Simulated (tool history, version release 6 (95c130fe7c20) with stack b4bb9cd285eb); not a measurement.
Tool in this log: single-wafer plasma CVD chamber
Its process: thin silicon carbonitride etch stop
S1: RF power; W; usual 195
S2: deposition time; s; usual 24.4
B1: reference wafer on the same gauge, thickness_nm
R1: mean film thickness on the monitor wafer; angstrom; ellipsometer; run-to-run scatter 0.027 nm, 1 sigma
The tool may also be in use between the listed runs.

{"run": 1, "hour": 0.0, "S1": 180, "S2": 25.9, "B1": 11.394, "R1": 127.89}
{"run": 2, "hour": 19.1, "S1": 180, "S2": 25.9, "B1": 11.401, "R1": 128.16}
{"run": 3, "hour": 35.6, "S1": 180, "S2": 25.9, "B1": 11.402, "R1": 128.33}
{"run": 4, "hour": 60.7, "S1": 195, "S2": 24.4, "B1": 11.399, "R1": 126.2}
{"run": 5, "hour": 73.9, "S1": 195, "S2": 24.4, "B1": 11.404, "R1": 125.38}
{"run": 6, "hour": 106.7, "S1": 195, "S2": 24.4, "B1": 11.397, "R1": 125.93}
{"run": 7, "hour": 131.2, "S1": 195, "S2": 24.4, "B1": 11.395, "R1": 125.74}
{"run": 8, "hour": 224.6, "S1": 195, "S2": 24.4, "B1": 11.404, "R1": 125.91}
{"run": 9, "hour": 244.3, "S1": 195, "S2": 24.4, "B1": 11.408, "R1": 126.07}
{"run": 10, "hour": 266.5, "S1": 195, "S2": 24.4, "B1": 11.403, "R1": 126.3}
{"run": 11, "hour": 284.9, "S1": 195, "S2": 24.4, "B1": 11.403, "R1": 125.87}
{"run": 12, "hour": 298.8, "S1": 195, "S2": 24.4, "B1": 11.398, "R1": 126.64}
{"run": 13, "hour": 318.7, "S1": 195, "S2": 24.4, "B1": 11.401, "R1": 125.89}
{"hour": 395.1, "done": "thermocouple changed; heater temperature recalibrated"}
{"run": 14, "hour": 426.5, "S1": 165, "S2": 27.3, "B1": 11.403, "R1": 128.81}
{"run": 15, "hour": 452.9, "S1": 165, "S2": 27.3, "B1": 11.393, "R1": 128.73}
{"run": 16, "hour": 479.5, "S1": 195, "S2": 24.4, "B1": 11.399, "R1": 125.99}
{"run": 17, "hour": 498.6, "S1": 195, "S2": 24.4, "B1": 11.404, "R1": 126.19}
{"hour": 529.7, "done": "RF generator calibrated"}
{"run": 18, "hour": 530.2, "S1": 225, "S2": 26, "B1": 11.394, "R1": 143.42}
{"run": 19, "hour": 558.8, "S1": 180, "S2": 19.9, "B1": 11.399, "R1": 98.29}
{"run": 20, "hour": 580.6, "S1": 160, "S2": 21.2, "B1": 11.397, "R1": 98.02}
{"run": 21, "hour": 594.4, "S1": 195, "S2": 24.4, "B1": 11.401, "R1": 126.1}
{"hour": 617.5, "done": "showerhead replaced"}
{"run": 22, "hour": 622.8, "S1": 230, "S2": 24.4, "B1": 11.406, "R1": 136.17}
{"run": 23, "hour": 651.5, "S1": 165, "S2": 27.3, "B1": 11.406, "R1": 128.21}
{"run": 24, "hour": 671.6, "S1": 195, "S2": 24.4, "B1": 11.398, "R1": 126.05}
{"hour": 696.5, "done": "gauge calibrated"}
{"run": 25, "hour": 701.5, "S1": 155, "S2": 26, "B1": 11.394, "R1": 117.81}
{"run": 26, "hour": 787.4, "S1": 195, "S2": 27.9, "B1": 11.404, "R1": 143.85}
{"run": 27, "hour": 801.9, "S1": 180, "S2": 24.4, "B1": 11.406, "R1": 120.41}
{"run": 28, "hour": 814.4, "S1": 195, "S2": 21.2, "B1": 11.402, "R1": 110.03}
{"run": 29, "hour": 832.4, "S1": 195, "S2": 24.4, "B1": 11.401, "R1": 126.22}
{"run": 30, "hour": 849.5, "S1": 175, "S2": 22, "B1": 11.397, "R1": 107.13}
{"run": 31, "hour": 880.4, "S1": 205, "S2": 28.3, "B1": 11.402, "R1": 149.82}
{"run": 32, "hour": 894.2, "S1": 170, "S2": 24.4, "B1": 11.402, "R1": 116.85}
{"run": 33, "hour": 915.1, "S1": 195, "S2": 24.4, "B1": 11.407, "R1": 126.15}
{"run": 34, "hour": 937.0, "S1": 195, "S2": 24.4, "B1": 11.4, "R1": 125.63}
{"run": 35, "hour": 967.2, "S1": 160, "S2": 28.3, "B1": 11.411, "R1": 131.02}
{"run": 36, "hour": 1000.0, "S1": 195, "S2": 24.4, "B1": 11.4, "R1": 125.78}
{"run": 37, "hour": 1026.7, "S1": 195, "S2": 28.4, "B1": 11.397, "R1": 147.02}

Exercise: give the hidden state of the tool at every run:
wafer temperature above the value expected at the setpoint (K): 0 on each run
delivered RF power above the setpoint (%): 0 on each run
gauge reads high (%): 0 on each run
